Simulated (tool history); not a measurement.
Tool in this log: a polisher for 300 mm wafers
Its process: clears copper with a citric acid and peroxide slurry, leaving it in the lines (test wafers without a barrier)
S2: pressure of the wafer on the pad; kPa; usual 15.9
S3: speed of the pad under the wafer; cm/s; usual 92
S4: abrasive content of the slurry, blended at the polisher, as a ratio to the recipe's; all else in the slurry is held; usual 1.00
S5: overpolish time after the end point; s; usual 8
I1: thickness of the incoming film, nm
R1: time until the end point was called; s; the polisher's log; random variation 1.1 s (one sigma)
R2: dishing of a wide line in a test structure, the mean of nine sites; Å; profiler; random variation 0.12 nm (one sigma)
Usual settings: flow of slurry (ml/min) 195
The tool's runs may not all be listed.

{"run": 1, "day": 0.0, "flow of slurry (ml/min)": 195, "S2": 15.9, "S3": 68, "S4": 0.85, "S5": 8, "I1": 112.3, "R1": 93.0, "R2": 69}
{"day": 1.788, "done": "slurry nozzle cleaned"}
{"run": 2, "day": 4.033, "flow of slurry (ml/min)": 195, "S2": 15.9, "S3": 92, "S4": 1.0, "S5": 8, "I1": 109.8, "R1": 63.9, "R2": 97}
{"run": 3, "day": 6.421, "flow of slurry (ml/min)": 155, "S2": 15.9, "S3": 92, "S4": 1.0, "S5": 8, "I1": 109.8, "R1": 68.3, "R2": 94}
{"day": 7.817, "done": "slurry blender recalibrated"}
{"run": 4, "day": 9.267, "flow of slurry (ml/min)": 155, "S2": 15.9, "S3": 92, "S4": 1.0, "S5": 8, "I1": 107.9, "R1": 63.0, "R2": 92}
{"run": 5, "day": 13.142, "flow of slurry (ml/min)": 155, "S2": 15.9, "S3": 92, "S4": 1.0, "S5": 8, "I1": 110.9, "R1": 67.4, "R2": 93}
{"run": 6, "day": 15.288, "flow of slurry (ml/min)": 195, "S2": 15.9, "S3": 92, "S4": 1.2, "S5": 8, "I1": 111.7, "R1": 65.7, "R2": 98}
{"run": 7, "day": 17.808, "flow of slurry (ml/min)": 195, "S2": 17.9, "S3": 92, "S4": 1.0, "S5": 8, "I1": 110.6, "R1": 57.4, "R2": 108}
{"run": 8, "day": 20.212, "flow of slurry (ml/min)": 195, "S2": 15.9, "S3": 92, "S4": 1.0, "S5": 8, "I1": 109.7, "R1": 65.1, "R2": 98}
{"run": 9, "day": 22.396, "flow of slurry (ml/min)": 195, "S2": 15.9, "S3": 92, "S4": 1.0, "S5": 8, "I1": 109.1, "R1": 63.7, "R2": 98}
{"run": 10, "day": 25.117, "flow of slurry (ml/min)": 150, "S2": 13.8, "S3": 110, "S4": 1.0, "S5": 8, "I1": 108.7, "R1": 63.5, "R2": 101}
{"day": 26.517, "done": "slurry nozzle cleaned"}
{"run": 11, "day": 27.558, "flow of slurry (ml/min)": 195, "S2": 18.6, "S3": 92, "S4": 1.0, "S5": 5, "I1": 109.6, "R1": 51.7, "R2": 79}
{"run": 12, "day": 29.262, "flow of slurry (ml/min)": 195, "S2": 11.0, "S3": 100, "S4": 1.25, "S5": 4, "I1": 109.0, "R1": 74.3, "R2": 44}
{"day": 31.225, "done": "worn pad replaced by a new one"}
{"run": 13, "day": 31.246, "flow of slurry (ml/min)": 130, "S2": 11.0, "S3": 92, "S4": 1.2, "S5": 8, "I1": 109.6, "R1": 84.3, "R2": 75}
{"day": 34.192, "done": "slurry blender recalibrated"}
{"run": 14, "day": 35.038, "flow of slurry (ml/min)": 195, "S2": 15.9, "S3": 92, "S4": 1.0, "S5": 8, "I1": 108.1, "R1": 57.9, "R2": 103}
{"day": 37.404, "done": "head pressure recalibrated"}
{"run": 15, "day": 37.562, "flow of slurry (ml/min)": 195, "S2": 15.9, "S3": 92, "S4": 1.0, "S5": 8, "I1": 110.1, "R1": 66.5, "R2": 94}
{"run": 16, "day": 40.683, "flow of slurry (ml/min)": 195, "S2": 15.9, "S3": 92, "S4": 1.0, "S5": 4, "I1": 108.9, "R1": 64.9, "R2": 49}
{"run": 17, "day": 44.696, "flow of slurry (ml/min)": 195, "S2": 15.9, "S3": 74, "S4": 1.0, "S5": 4, "I1": 111.6, "R1": 86.0, "R2": 40}
{"run": 18, "day": 47.888, "flow of slurry (ml/min)": 195, "S2": 17.9, "S3": 92, "S4": 0.8, "S5": 8, "I1": 109.4, "R1": 63.1, "R2": 99}
{"day": 51.217, "done": "slurry nozzle cleaned"}
{"run": 19, "day": 56.85, "flow of slurry (ml/min)": 195, "S2": 15.9, "S3": 92, "S4": 1.0, "S5": 6, "I1": 110.0, "R1": 63.8, "R2": 75}
{"day": 57.621, "done": "slurry blender recalibrated"}
{"day": 57.829, "done": "worn pad replaced by a new one"}
{"run": 20, "day": 60.292, "flow of slurry (ml/min)": 195, "S2": 15.9, "S3": 92, "S4": 1.0, "S5": 8, "I1": 110.0, "R1": 63.3, "R2": 97}
{"run": 21, "day": 62.592, "flow of slurry (ml/min)": 240, "S2": 11.7, "S3": 92, "S4": 1.15, "S5": 10, "I1": 108.7, "R1": 78.1, "R2": 98}
{"run": 22, "day": 66.521, "flow of slurry (ml/min)": 195, "S2": 18.6, "S3": 92, "S4": 1.0, "S5": 8, "I1": 110.1, "R1": 56.2, "R2": 112}
{"day": 69.675, "done": "head pressure recalibrated"}
{"run": 23, "day": 70.617, "flow of slurry (ml/min)": 215, "S2": 15.9, "S3": 92, "S4": 1.2, "S5": 3, "I1": 109.8, "R1": 68.6, "R2": 38}
{"run": 24, "day": 73.129, "flow of slurry (ml/min)": 195, "S2": 15.9, "S3": 122, "S4": 1.0, "S5": 8, "I1": 112.0, "R1": 52.8, "R2": 118}
{"day": 76.504, "done": "slurry nozzle cleaned"}
{"run": 25, "day": 76.733, "flow of slurry (ml/min)": 195, "S2": 11.7, "S3": 112, "S4": 1.0, "S5": 8, "I1": 110.3, "R1": 72.7, "R2": 88}
{"run": 26, "day": 79.758, "flow of slurry (ml/min)": 195, "S2": 15.9, "S3": 114, "S4": 1.0, "S5": 8, "I1": 111.6, "R1": 54.3, "R2": 117}
{"run": 27, "day": 82.583, "flow of slurry (ml/min)": 175, "S2": 11.0, "S3": 116, "S4": 1.0, "S5": 8, "I1": 111.8, "R1": 75.9, "R2": 86}
{"run": 28, "day": 85.508, "flow of slurry (ml/min)": 195, "S2": 15.9, "S3": 92, "S4": 1.0, "S5": 9, "I1": 112.2, "R1": 67.3, "R2": 106}

Consider 4 possible next runs. They are alternatives, not a sequence: every one starts from the tool as it was left by run 28. What does each give?
{"run": "A", "day": 85.525, "flow of slurry (ml/min)": 225, "S2": 15.9, "S3": 92, "S4": 1.0, "S5": 8, "I1": 108.9, "R1": "?", "R2": "?"}
{"run": "B", "day": 85.525, "flow of slurry (ml/min)": 255, "S2": 15.9, "S3": 92, "S4": 0.75, "S5": 8, "I1": 108.9, "R1": "?", "R2": "?"}
{"run": "C", "day": 85.525, "flow of slurry (ml/min)": 195, "S2": 15.9, "S3": 66, "S4": 1.15, "S5": 12, "I1": 108.9, "R1": "?", "R2": "?"}
{"run": "D", "day": 85.525, "flow of slurry (ml/min)": 195, "S2": 13.8, "S3": 120, "S4": 1.1, "S5": 10, "I1": 108.9, "R1": "?", "R2": "?"}

run=A R1=63.7 R2=98
run=B R1=65.1 R2=96
run=C R1=87.7 R2=105
run=D R1=56.5 R2=131
Without the tool's hidden state the same runs would have given:
run=A R1=62.7 R2=99
run=B R1=64.2 R2=97
run=C R1=85.9 R2=107
run=D R1=55.3 R2=133
